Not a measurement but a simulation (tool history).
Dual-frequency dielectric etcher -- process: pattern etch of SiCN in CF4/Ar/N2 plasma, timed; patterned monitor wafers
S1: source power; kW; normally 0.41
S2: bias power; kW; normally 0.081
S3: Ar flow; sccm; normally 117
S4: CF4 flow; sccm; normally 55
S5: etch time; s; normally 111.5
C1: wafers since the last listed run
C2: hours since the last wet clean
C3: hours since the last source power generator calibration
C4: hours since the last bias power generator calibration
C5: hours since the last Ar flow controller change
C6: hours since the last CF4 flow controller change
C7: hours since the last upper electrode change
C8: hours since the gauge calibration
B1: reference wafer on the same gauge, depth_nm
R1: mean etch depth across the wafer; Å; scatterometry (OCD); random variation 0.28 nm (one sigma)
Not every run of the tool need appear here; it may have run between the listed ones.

| run | day | S1 | S2 | S3 | S4 | S5 | C1 | C2 | C3 | C4 | C5 | C6 | C7 | C8 | B1 | R1 |
|---|---|---|---|---|---|---|---|---|---|---|---|---|---|---|---|---|
| 1 | 0 | 0.41 | 0.081 | 117 | 51 | 111.5 | 0 | 416.8 | 36.7 | 106.2 | 3525.2 | 2856.6 | 3031 | 1430.7 | 76.1 | 836 |
| 2 | 2.062 | 0.41 | 0.081 | 117 | 55 | 98 | 565 | 466.3 | 86.2 | 155.7 | 3574.7 | 2906.1 | 3080.5 | 1480.2 | 76 | 742 |
|  | 2.479 | gauge calibrated |
|  | 3.921 | CF4 flow controller replaced |
|  | 4.592 | wet clean of the chamber |
|  | 4.738 | Ar flow controller replaced |
| 3 | 4.758 | 0.41 | 0.081 | 117 | 55 | 98 | 446 | 4 | 150.9 | 220.4 | 0.5 | 20.1 | 3145.2 | 54.7 | 76.1 | 735 |
| 4 | 6.904 | 0.41 | 0.081 | 96 | 55 | 111.5 | 588 | 55.5 | 202.4 | 271.9 | 52 | 71.6 | 3196.7 | 106.2 | 76.1 | 850 |
| 5 | 9.633 | 0.41 | 0.063 | 117 | 43 | 111.5 | 748 | 121 | 267.9 | 337.4 | 117.5 | 137.1 | 3262.2 | 171.7 | 76.1 | 741 |
| 6 | 17.142 | 0.41 | 0.066 | 117 | 55 | 138.5 | 2058 | 301.2 | 448.1 | 517.6 | 297.7 | 317.3 | 3442.4 | 351.9 | 76.1 | 972 |
| 7 | 19.638 | 0.41 | 0.081 | 117 | 55 | 111.5 | 684 | 361.1 | 508 | 577.5 | 357.6 | 377.2 | 3502.3 | 411.8 | 76.1 | 846 |
| 8 | 20.775 | 0.41 | 0.072 | 117 | 63 | 94.5 | 311 | 388.4 | 535.3 | 604.8 | 384.9 | 404.5 | 3529.6 | 439.1 | 76.1 | 700 |
| 9 | 23.096 | 0.32 | 0.099 | 117 | 62 | 80 | 636 | 444.1 | 591 | 660.5 | 440.6 | 460.2 | 3585.3 | 494.8 | 76 | 516 |
|  | 24.596 | upper electrode replaced |
| 10 | 24.617 | 0.41 | 0.081 | 117 | 55 | 90 | 142 | 480.6 | 627.5 | 697 | 477.1 | 496.7 | 0.5 | 531.3 | 76.1 | 687 |
|  | 26.333 | wet clean of the chamber |
| 11 | 26.354 | 0.41 | 0.081 | 117 | 55 | 98 | 202 | 0.5 | 669.2 | 738.7 | 518.8 | 538.4 | 42.2 | 573 | 76.1 | 736 |
| 12 | 28.608 | 0.41 | 0.096 | 117 | 55 | 92 | 618 | 54.6 | 723.3 | 792.8 | 572.9 | 592.5 | 96.3 | 627.1 | 76.1 | 747 |
| 13 | 30.742 | 0.44 | 0.081 | 117 | 61 | 111.5 | 584 | 105.8 | 774.5 | 844 | 624.1 | 643.7 | 147.5 | 678.3 | 76 | 920 |
| 14 | 32.538 | 0.48 | 0.081 | 117 | 43 | 129 | 492 | 148.9 | 817.6 | 887.1 | 667.2 | 686.8 | 190.6 | 721.4 | 76.1 | 1132 |
| 15 | 33.792 | 0.41 | 0.087 | 117 | 42 | 90.5 | 343 | 179 | 847.7 | 917.2 | 697.3 | 716.9 | 220.7 | 751.5 | 76 | 696 |
| 16 | 35.075 | 0.41 | 0.081 | 117 | 55 | 111.5 | 351 | 209.8 | 878.5 | 948 | 728.1 | 747.7 | 251.5 | 782.3 | 76.1 | 852 |
| 17 | 38.046 | 0.31 | 0.081 | 117 | 55 | 111.5 | 814 | 281.1 | 949.8 | 1019.3 | 799.4 | 819 | 322.8 | 853.6 | 76.1 | 634 |
| 18 | 45.096 | 0.5 | 0.075 | 117 | 60 | 82 | 1932 | 450.3 | 1119 | 1188.5 | 968.6 | 988.2 | 492 | 1022.8 | 76.1 | 763 |
|  | 48.958 | wet clean of the chamber |
| 19 | 48.979 | 0.44 | 0.098 | 92 | 55 | 103 | 790 | 0.5 | 1212.2 | 1281.7 | 1061.8 | 1081.4 | 585.2 | 1116 | 76.1 | 939 |
| 20 | 50.062 | 0.44 | 0.081 | 117 | 61 | 111.5 | 297 | 26.5 | 1238.2 | 1307.7 | 1087.8 | 1107.4 | 611.2 | 1142 | 76.1 | 925 |

What if the next run were any one of these 5? Each begins from the tool's condition after run 20:
| A | 50.079 | 0.41 | 0.081 | 117 | 55 | 111.5 | 4 | 26.9 | 1238.6 | 1308.1 | 1088.2 | 1107.8 | 611.6 | 1142.4 | ? | ? |
| B | 50.079 | 0.41 | 0.065 | 145 | 55 | 111.5 | 4 | 26.9 | 1238.6 | 1308.1 | 1088.2 | 1107.8 | 611.6 | 1142.4 | ? | ? |
| C | 50.079 | 0.32 | 0.081 | 117 | 55 | 111.5 | 4 | 26.9 | 1238.6 | 1308.1 | 1088.2 | 1107.8 | 611.6 | 1142.4 | ? | ? |
| D | 50.079 | 0.41 | 0.093 | 145 | 55 | 111.5 | 4 | 26.9 | 1238.6 | 1308.1 | 1088.2 | 1107.8 | 611.6 | 1142.4 | ? | ? |
| E | 50.079 | 0.45 | 0.093 | 117 | 55 | 111.5 | 4 | 26.9 | 1238.6 | 1308.1 | 1088.2 | 1107.8 | 611.6 | 1142.4 | ? | ? |

| run | B1 | R1 |
|---|---|---|
| A | 76.1 | 854 |
| B | 76.1 | 761 |
| C | 76.1 | 655 |
| D | 76.1 | 882 |
| E | 76.1 | 994 |
Take away the tool's hidden state, keep each run's random variation, and the runs would have read:
| run | R1 |
|---|---|
| A | 835 |
| B | 744 |
| C | 640 |
| D | 862 |
| E | 972 |
